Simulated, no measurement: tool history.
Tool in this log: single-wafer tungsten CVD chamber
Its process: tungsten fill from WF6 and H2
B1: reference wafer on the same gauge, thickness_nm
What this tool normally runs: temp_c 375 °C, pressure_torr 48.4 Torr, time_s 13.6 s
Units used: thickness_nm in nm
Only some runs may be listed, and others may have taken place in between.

Run 1, hour 0.0: usual settings but temp_c 365 °C; B1 33.880. Result: thickness_nm 25.678 nm.
At hour 18.7: capacitance manometer re-zeroed and calibrated.
Run 2, hour 62.1: usual settings; B1 33.939. Result: thickness_nm 32.264 nm.
Run 3, hour 196.5: usual settings; B1 33.953. Result: thickness_nm 32.453 nm.
Run 4, hour 279.7: usual settings; B1 33.822. Result: thickness_nm 32.369 nm.
Run 5, hour 382.6: usual settings; B1 33.920. Result: thickness_nm 32.249 nm.
Run 6, hour 470.4: usual settings but temp_c 387 °C; B1 33.903. Result: thickness_nm 42.367 nm.
Run 7, hour 542.8: usual settings but temp_c 387 °C; B1 33.906. Result: thickness_nm 42.367 nm.
Run 8, hour 646.8: usual settings; B1 33.867. Result: thickness_nm 32.265 nm.
Run 9, hour 685.8: usual settings; B1 33.879. Result: thickness_nm 32.187 nm.
Run 10, hour 748.4: usual settings; B1 33.868. Result: thickness_nm 31.981 nm.
At hour 810.9: showerhead replaced.
Run 11, hour 834.7: usual settings; B1 33.887. Result: thickness_nm 32.051 nm.
Run 12, hour 885.9: usual settings; B1 33.926. Result: thickness_nm 31.890 nm.
Run 13, hour 975.0: usual settings; B1 33.898. Result: thickness_nm 32.089 nm.
Run 14, hour 1053.0: usual settings but pressure_torr 51.7 Torr, time_s 15.7 s; B1 33.945. Result: thickness_nm 37.751 nm.
Run 15, hour 1125.3: usual settings but pressure_torr 51.7 Torr, time_s 15.7 s; B1 33.916. Result: thickness_nm 37.819 nm.
Run 16, hour 1184.2: usual settings; B1 33.900. Result: thickness_nm 31.729 nm.
Run 17, hour 1227.3: usual settings but temp_c 388 °C, pressure_torr 55.6 Torr, time_s 12.0 s; B1 33.881. Result: thickness_nm 40.003 nm.
Run 18, hour 1280.5: usual settings but temp_c 387 °C; B1 33.937. Result: thickness_nm 41.898 nm.
Run 19, hour 1378.0: usual settings but temp_c 361 °C, time_s 12.8 s; B1 33.935. Result: thickness_nm 21.213 nm.
At hour 1428.7: gauge calibrated.
Run 20, hour 1445.9: usual settings; B1 33.914. Result: thickness_nm 31.596 nm.
Run 21, hour 1544.5: usual settings but temp_c 368 °C; B1 33.885. Result: thickness_nm 26.811 nm.
Run 22, hour 1592.1: usual settings but pressure_torr 58.7 Torr; B1 33.871. Result: thickness_nm 33.754 nm.
At hour 1642.4: capacitance manometer re-zeroed and calibrated.
Run 23, hour 1682.4: usual settings but pressure_torr 53.3 Torr; B1 33.886. Result: thickness_nm 32.624 nm.
At hour 1723.7: thermocouple changed; heater temperature recalibrated.
Run 24, hour 1724.2: usual settings but temp_c 385 °C, pressure_torr 38.2 Torr, time_s 15.3 s; B1 33.931. Result: thickness_nm 42.473 nm.
Run 25, hour 1793.4: usual settings but temp_c 365 °C, pressure_torr 38.6 Torr, time_s 11.3 s; B1 33.884. Result: thickness_nm 19.794 nm.
Run 26, hour 1882.0: usual settings but temp_c 383 °C, time_s 12.4 s; B1 33.868. Result: thickness_nm 35.782 nm.
Run 27, hour 1984.5: usual settings; B1 33.919. Result: thickness_nm 32.182 nm.
Run 28, hour 2079.0: usual settings but temp_c 380 °C, pressure_torr 41.1 Torr, time_s 12.9 s; B1 33.892. Result: thickness_nm 32.791 nm.
Run 29, hour 2121.6: usual settings but time_s 14.7 s; B1 33.898. Result: thickness_nm 35.312 nm.
Run 30, hour 2206.5: usual settings but temp_c 383 °C, time_s 12.4 s; B1 33.868. Result: thickness_nm 35.719 nm.
Run 31, hour 2290.1: usual settings but pressure_torr 37.6 Torr, time_s 11.8 s; B1 33.922. Result: thickness_nm 25.612 nm.

Branching from run 31: 5 alternative next runs. What would each branch give?
Run A, hour 2290.5: usual settings; B1 ?. Result: thickness_nm ?.
Run B, hour 2290.5: usual settings but temp_c 388 °C, time_s 14.4 s; B1 ?. Result: thickness_nm ?.
Run C, hour 2290.5: usual settings but temp_c 387 °C, pressure_torr 56.6 Torr; B1 ?. Result: thickness_nm ?.
Run D, hour 2290.5: usual settings but temp_c 367 °C; B1 ?. Result: thickness_nm ?.
Run E, hour 2290.5: usual settings but time_s 12.5 s; B1 ?. Result: thickness_nm ?.

run      B1  thickness_nm
  A  33.936        32.720
  B  33.936        46.695
  C  33.936        45.611
  D  33.936        26.971
  E  33.936        30.062
With the hidden condition removed and each run's random variation left untouched, the same runs would have given:
run  thickness_nm
  A        33.052
  B        47.143
  C        46.050
  D        27.256
  E        30.368
